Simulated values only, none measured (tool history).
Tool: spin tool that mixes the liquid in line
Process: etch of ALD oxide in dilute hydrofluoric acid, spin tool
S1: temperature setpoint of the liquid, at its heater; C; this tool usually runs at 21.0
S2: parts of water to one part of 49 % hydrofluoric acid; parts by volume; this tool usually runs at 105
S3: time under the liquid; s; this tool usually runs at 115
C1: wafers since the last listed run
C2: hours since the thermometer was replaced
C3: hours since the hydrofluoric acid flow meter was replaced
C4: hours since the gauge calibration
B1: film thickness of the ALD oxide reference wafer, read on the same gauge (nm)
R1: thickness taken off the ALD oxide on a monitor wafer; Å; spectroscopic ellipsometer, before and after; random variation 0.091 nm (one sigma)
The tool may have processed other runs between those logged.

{"run": 1, "hour": 0.0, "S1": 21.0, "S2": 105, "S3": 115, "C1": 0, "C2": 1380.1, "C3": 596.2, "C4": 734.5, "B1": 139.96, "R1": 111.7}
{"run": 2, "hour": 27.0, "S1": 21.0, "S2": 105, "S3": 115, "C1": 335, "C2": 1407.1, "C3": 623.2, "C4": 761.5, "B1": 139.99, "R1": 112.1}
{"run": 3, "hour": 90.4, "S1": 21.0, "S2": 105, "S3": 115, "C1": 788, "C2": 1470.5, "C3": 686.6, "C4": 824.9, "B1": 139.99, "R1": 113.8}
{"run": 4, "hour": 128.7, "S1": 21.0, "S2": 105, "S3": 115, "C1": 476, "C2": 1508.8, "C3": 724.9, "C4": 863.2, "B1": 140.0, "R1": 112.4}
{"run": 5, "hour": 197.3, "S1": 21.0, "S2": 105, "S3": 115, "C1": 853, "C2": 1577.4, "C3": 793.5, "C4": 931.8, "B1": 139.99, "R1": 112.3}
{"run": 6, "hour": 267.0, "S1": 21.0, "S2": 105, "S3": 115, "C1": 867, "C2": 1647.1, "C3": 863.2, "C4": 1001.5, "B1": 140.04, "R1": 112.2}
{"run": 7, "hour": 298.3, "S1": 21.0, "S2": 105, "S3": 115, "C1": 389, "C2": 1678.4, "C3": 894.5, "C4": 1032.8, "B1": 139.98, "R1": 114.1}
{"run": 8, "hour": 327.0, "S1": 21.0, "S2": 105, "S3": 115, "C1": 357, "C2": 1707.1, "C3": 923.2, "C4": 1061.5, "B1": 140.0, "R1": 113.5}
{"hour": 355.2, "done": "gauge calibrated"}
{"run": 9, "hour": 378.1, "S1": 21.0, "S2": 70, "S3": 50, "C1": 635, "C2": 1758.2, "C3": 974.3, "C4": 22.9, "B1": 139.97, "R1": 77.7}
{"run": 10, "hour": 413.2, "S1": 21.0, "S2": 80, "S3": 115, "C1": 436, "C2": 1793.3, "C3": 1009.4, "C4": 58.0, "B1": 139.97, "R1": 154.1}
{"hour": 438.6, "done": "hydrofluoric acid flow meter replaced"}
{"run": 11, "hour": 480.5, "S1": 19.0, "S2": 65, "S3": 115, "C1": 824, "C2": 1860.6, "C3": 41.9, "C4": 125.3, "B1": 140.0, "R1": 169.4}
{"hour": 598.4, "done": "thermometer replaced"}
{"run": 12, "hour": 694.3, "S1": 19.5, "S2": 105, "S3": 140, "C1": 2647, "C2": 95.9, "C3": 255.7, "C4": 339.1, "B1": 140.0, "R1": 124.9}
{"run": 13, "hour": 727.3, "S1": 21.0, "S2": 105, "S3": 115, "C1": 410, "C2": 128.9, "C3": 288.7, "C4": 372.1, "B1": 139.98, "R1": 111.2}
{"run": 14, "hour": 760.4, "S1": 19.5, "S2": 105, "S3": 50, "C1": 411, "C2": 162.0, "C3": 321.8, "C4": 405.2, "B1": 139.98, "R1": 44.9}
{"run": 15, "hour": 814.5, "S1": 21.0, "S2": 155, "S3": 140, "C1": 673, "C2": 216.1, "C3": 375.9, "C4": 459.3, "B1": 140.02, "R1": 87.0}
{"run": 16, "hour": 961.1, "S1": 23.5, "S2": 55, "S3": 95, "C1": 1824, "C2": 362.7, "C3": 522.5, "C4": 605.9, "B1": 140.01, "R1": 208.7}

Below, each run's measurement less what the same run would have read without the hidden state. Both values contain the same run-to-run variation, but the gauge's scatter may not be the same in both:
The tool's hidden condition here consists of: liquid hotter than its thermometer reads (K); hydrofluoric acid flow above the setpoint (%); gauge reads high (%).
run=1 R1=+2.9
run=2 R1=+3.1
run=3 R1=+3.4
run=4 R1=+3.6
run=5 R1=+3.9
run=6 R1=+4.3
run=7 R1=+4.5
run=8 R1=+4.6
run=9 R1=+3.2
run=10 R1=+6.6
run=11 R1=+0.4
run=12 R1=+1.5
run=13 R1=+1.5
run=14 R1=+0.7
run=15 R1=+1.5
run=16 R1=+4.6
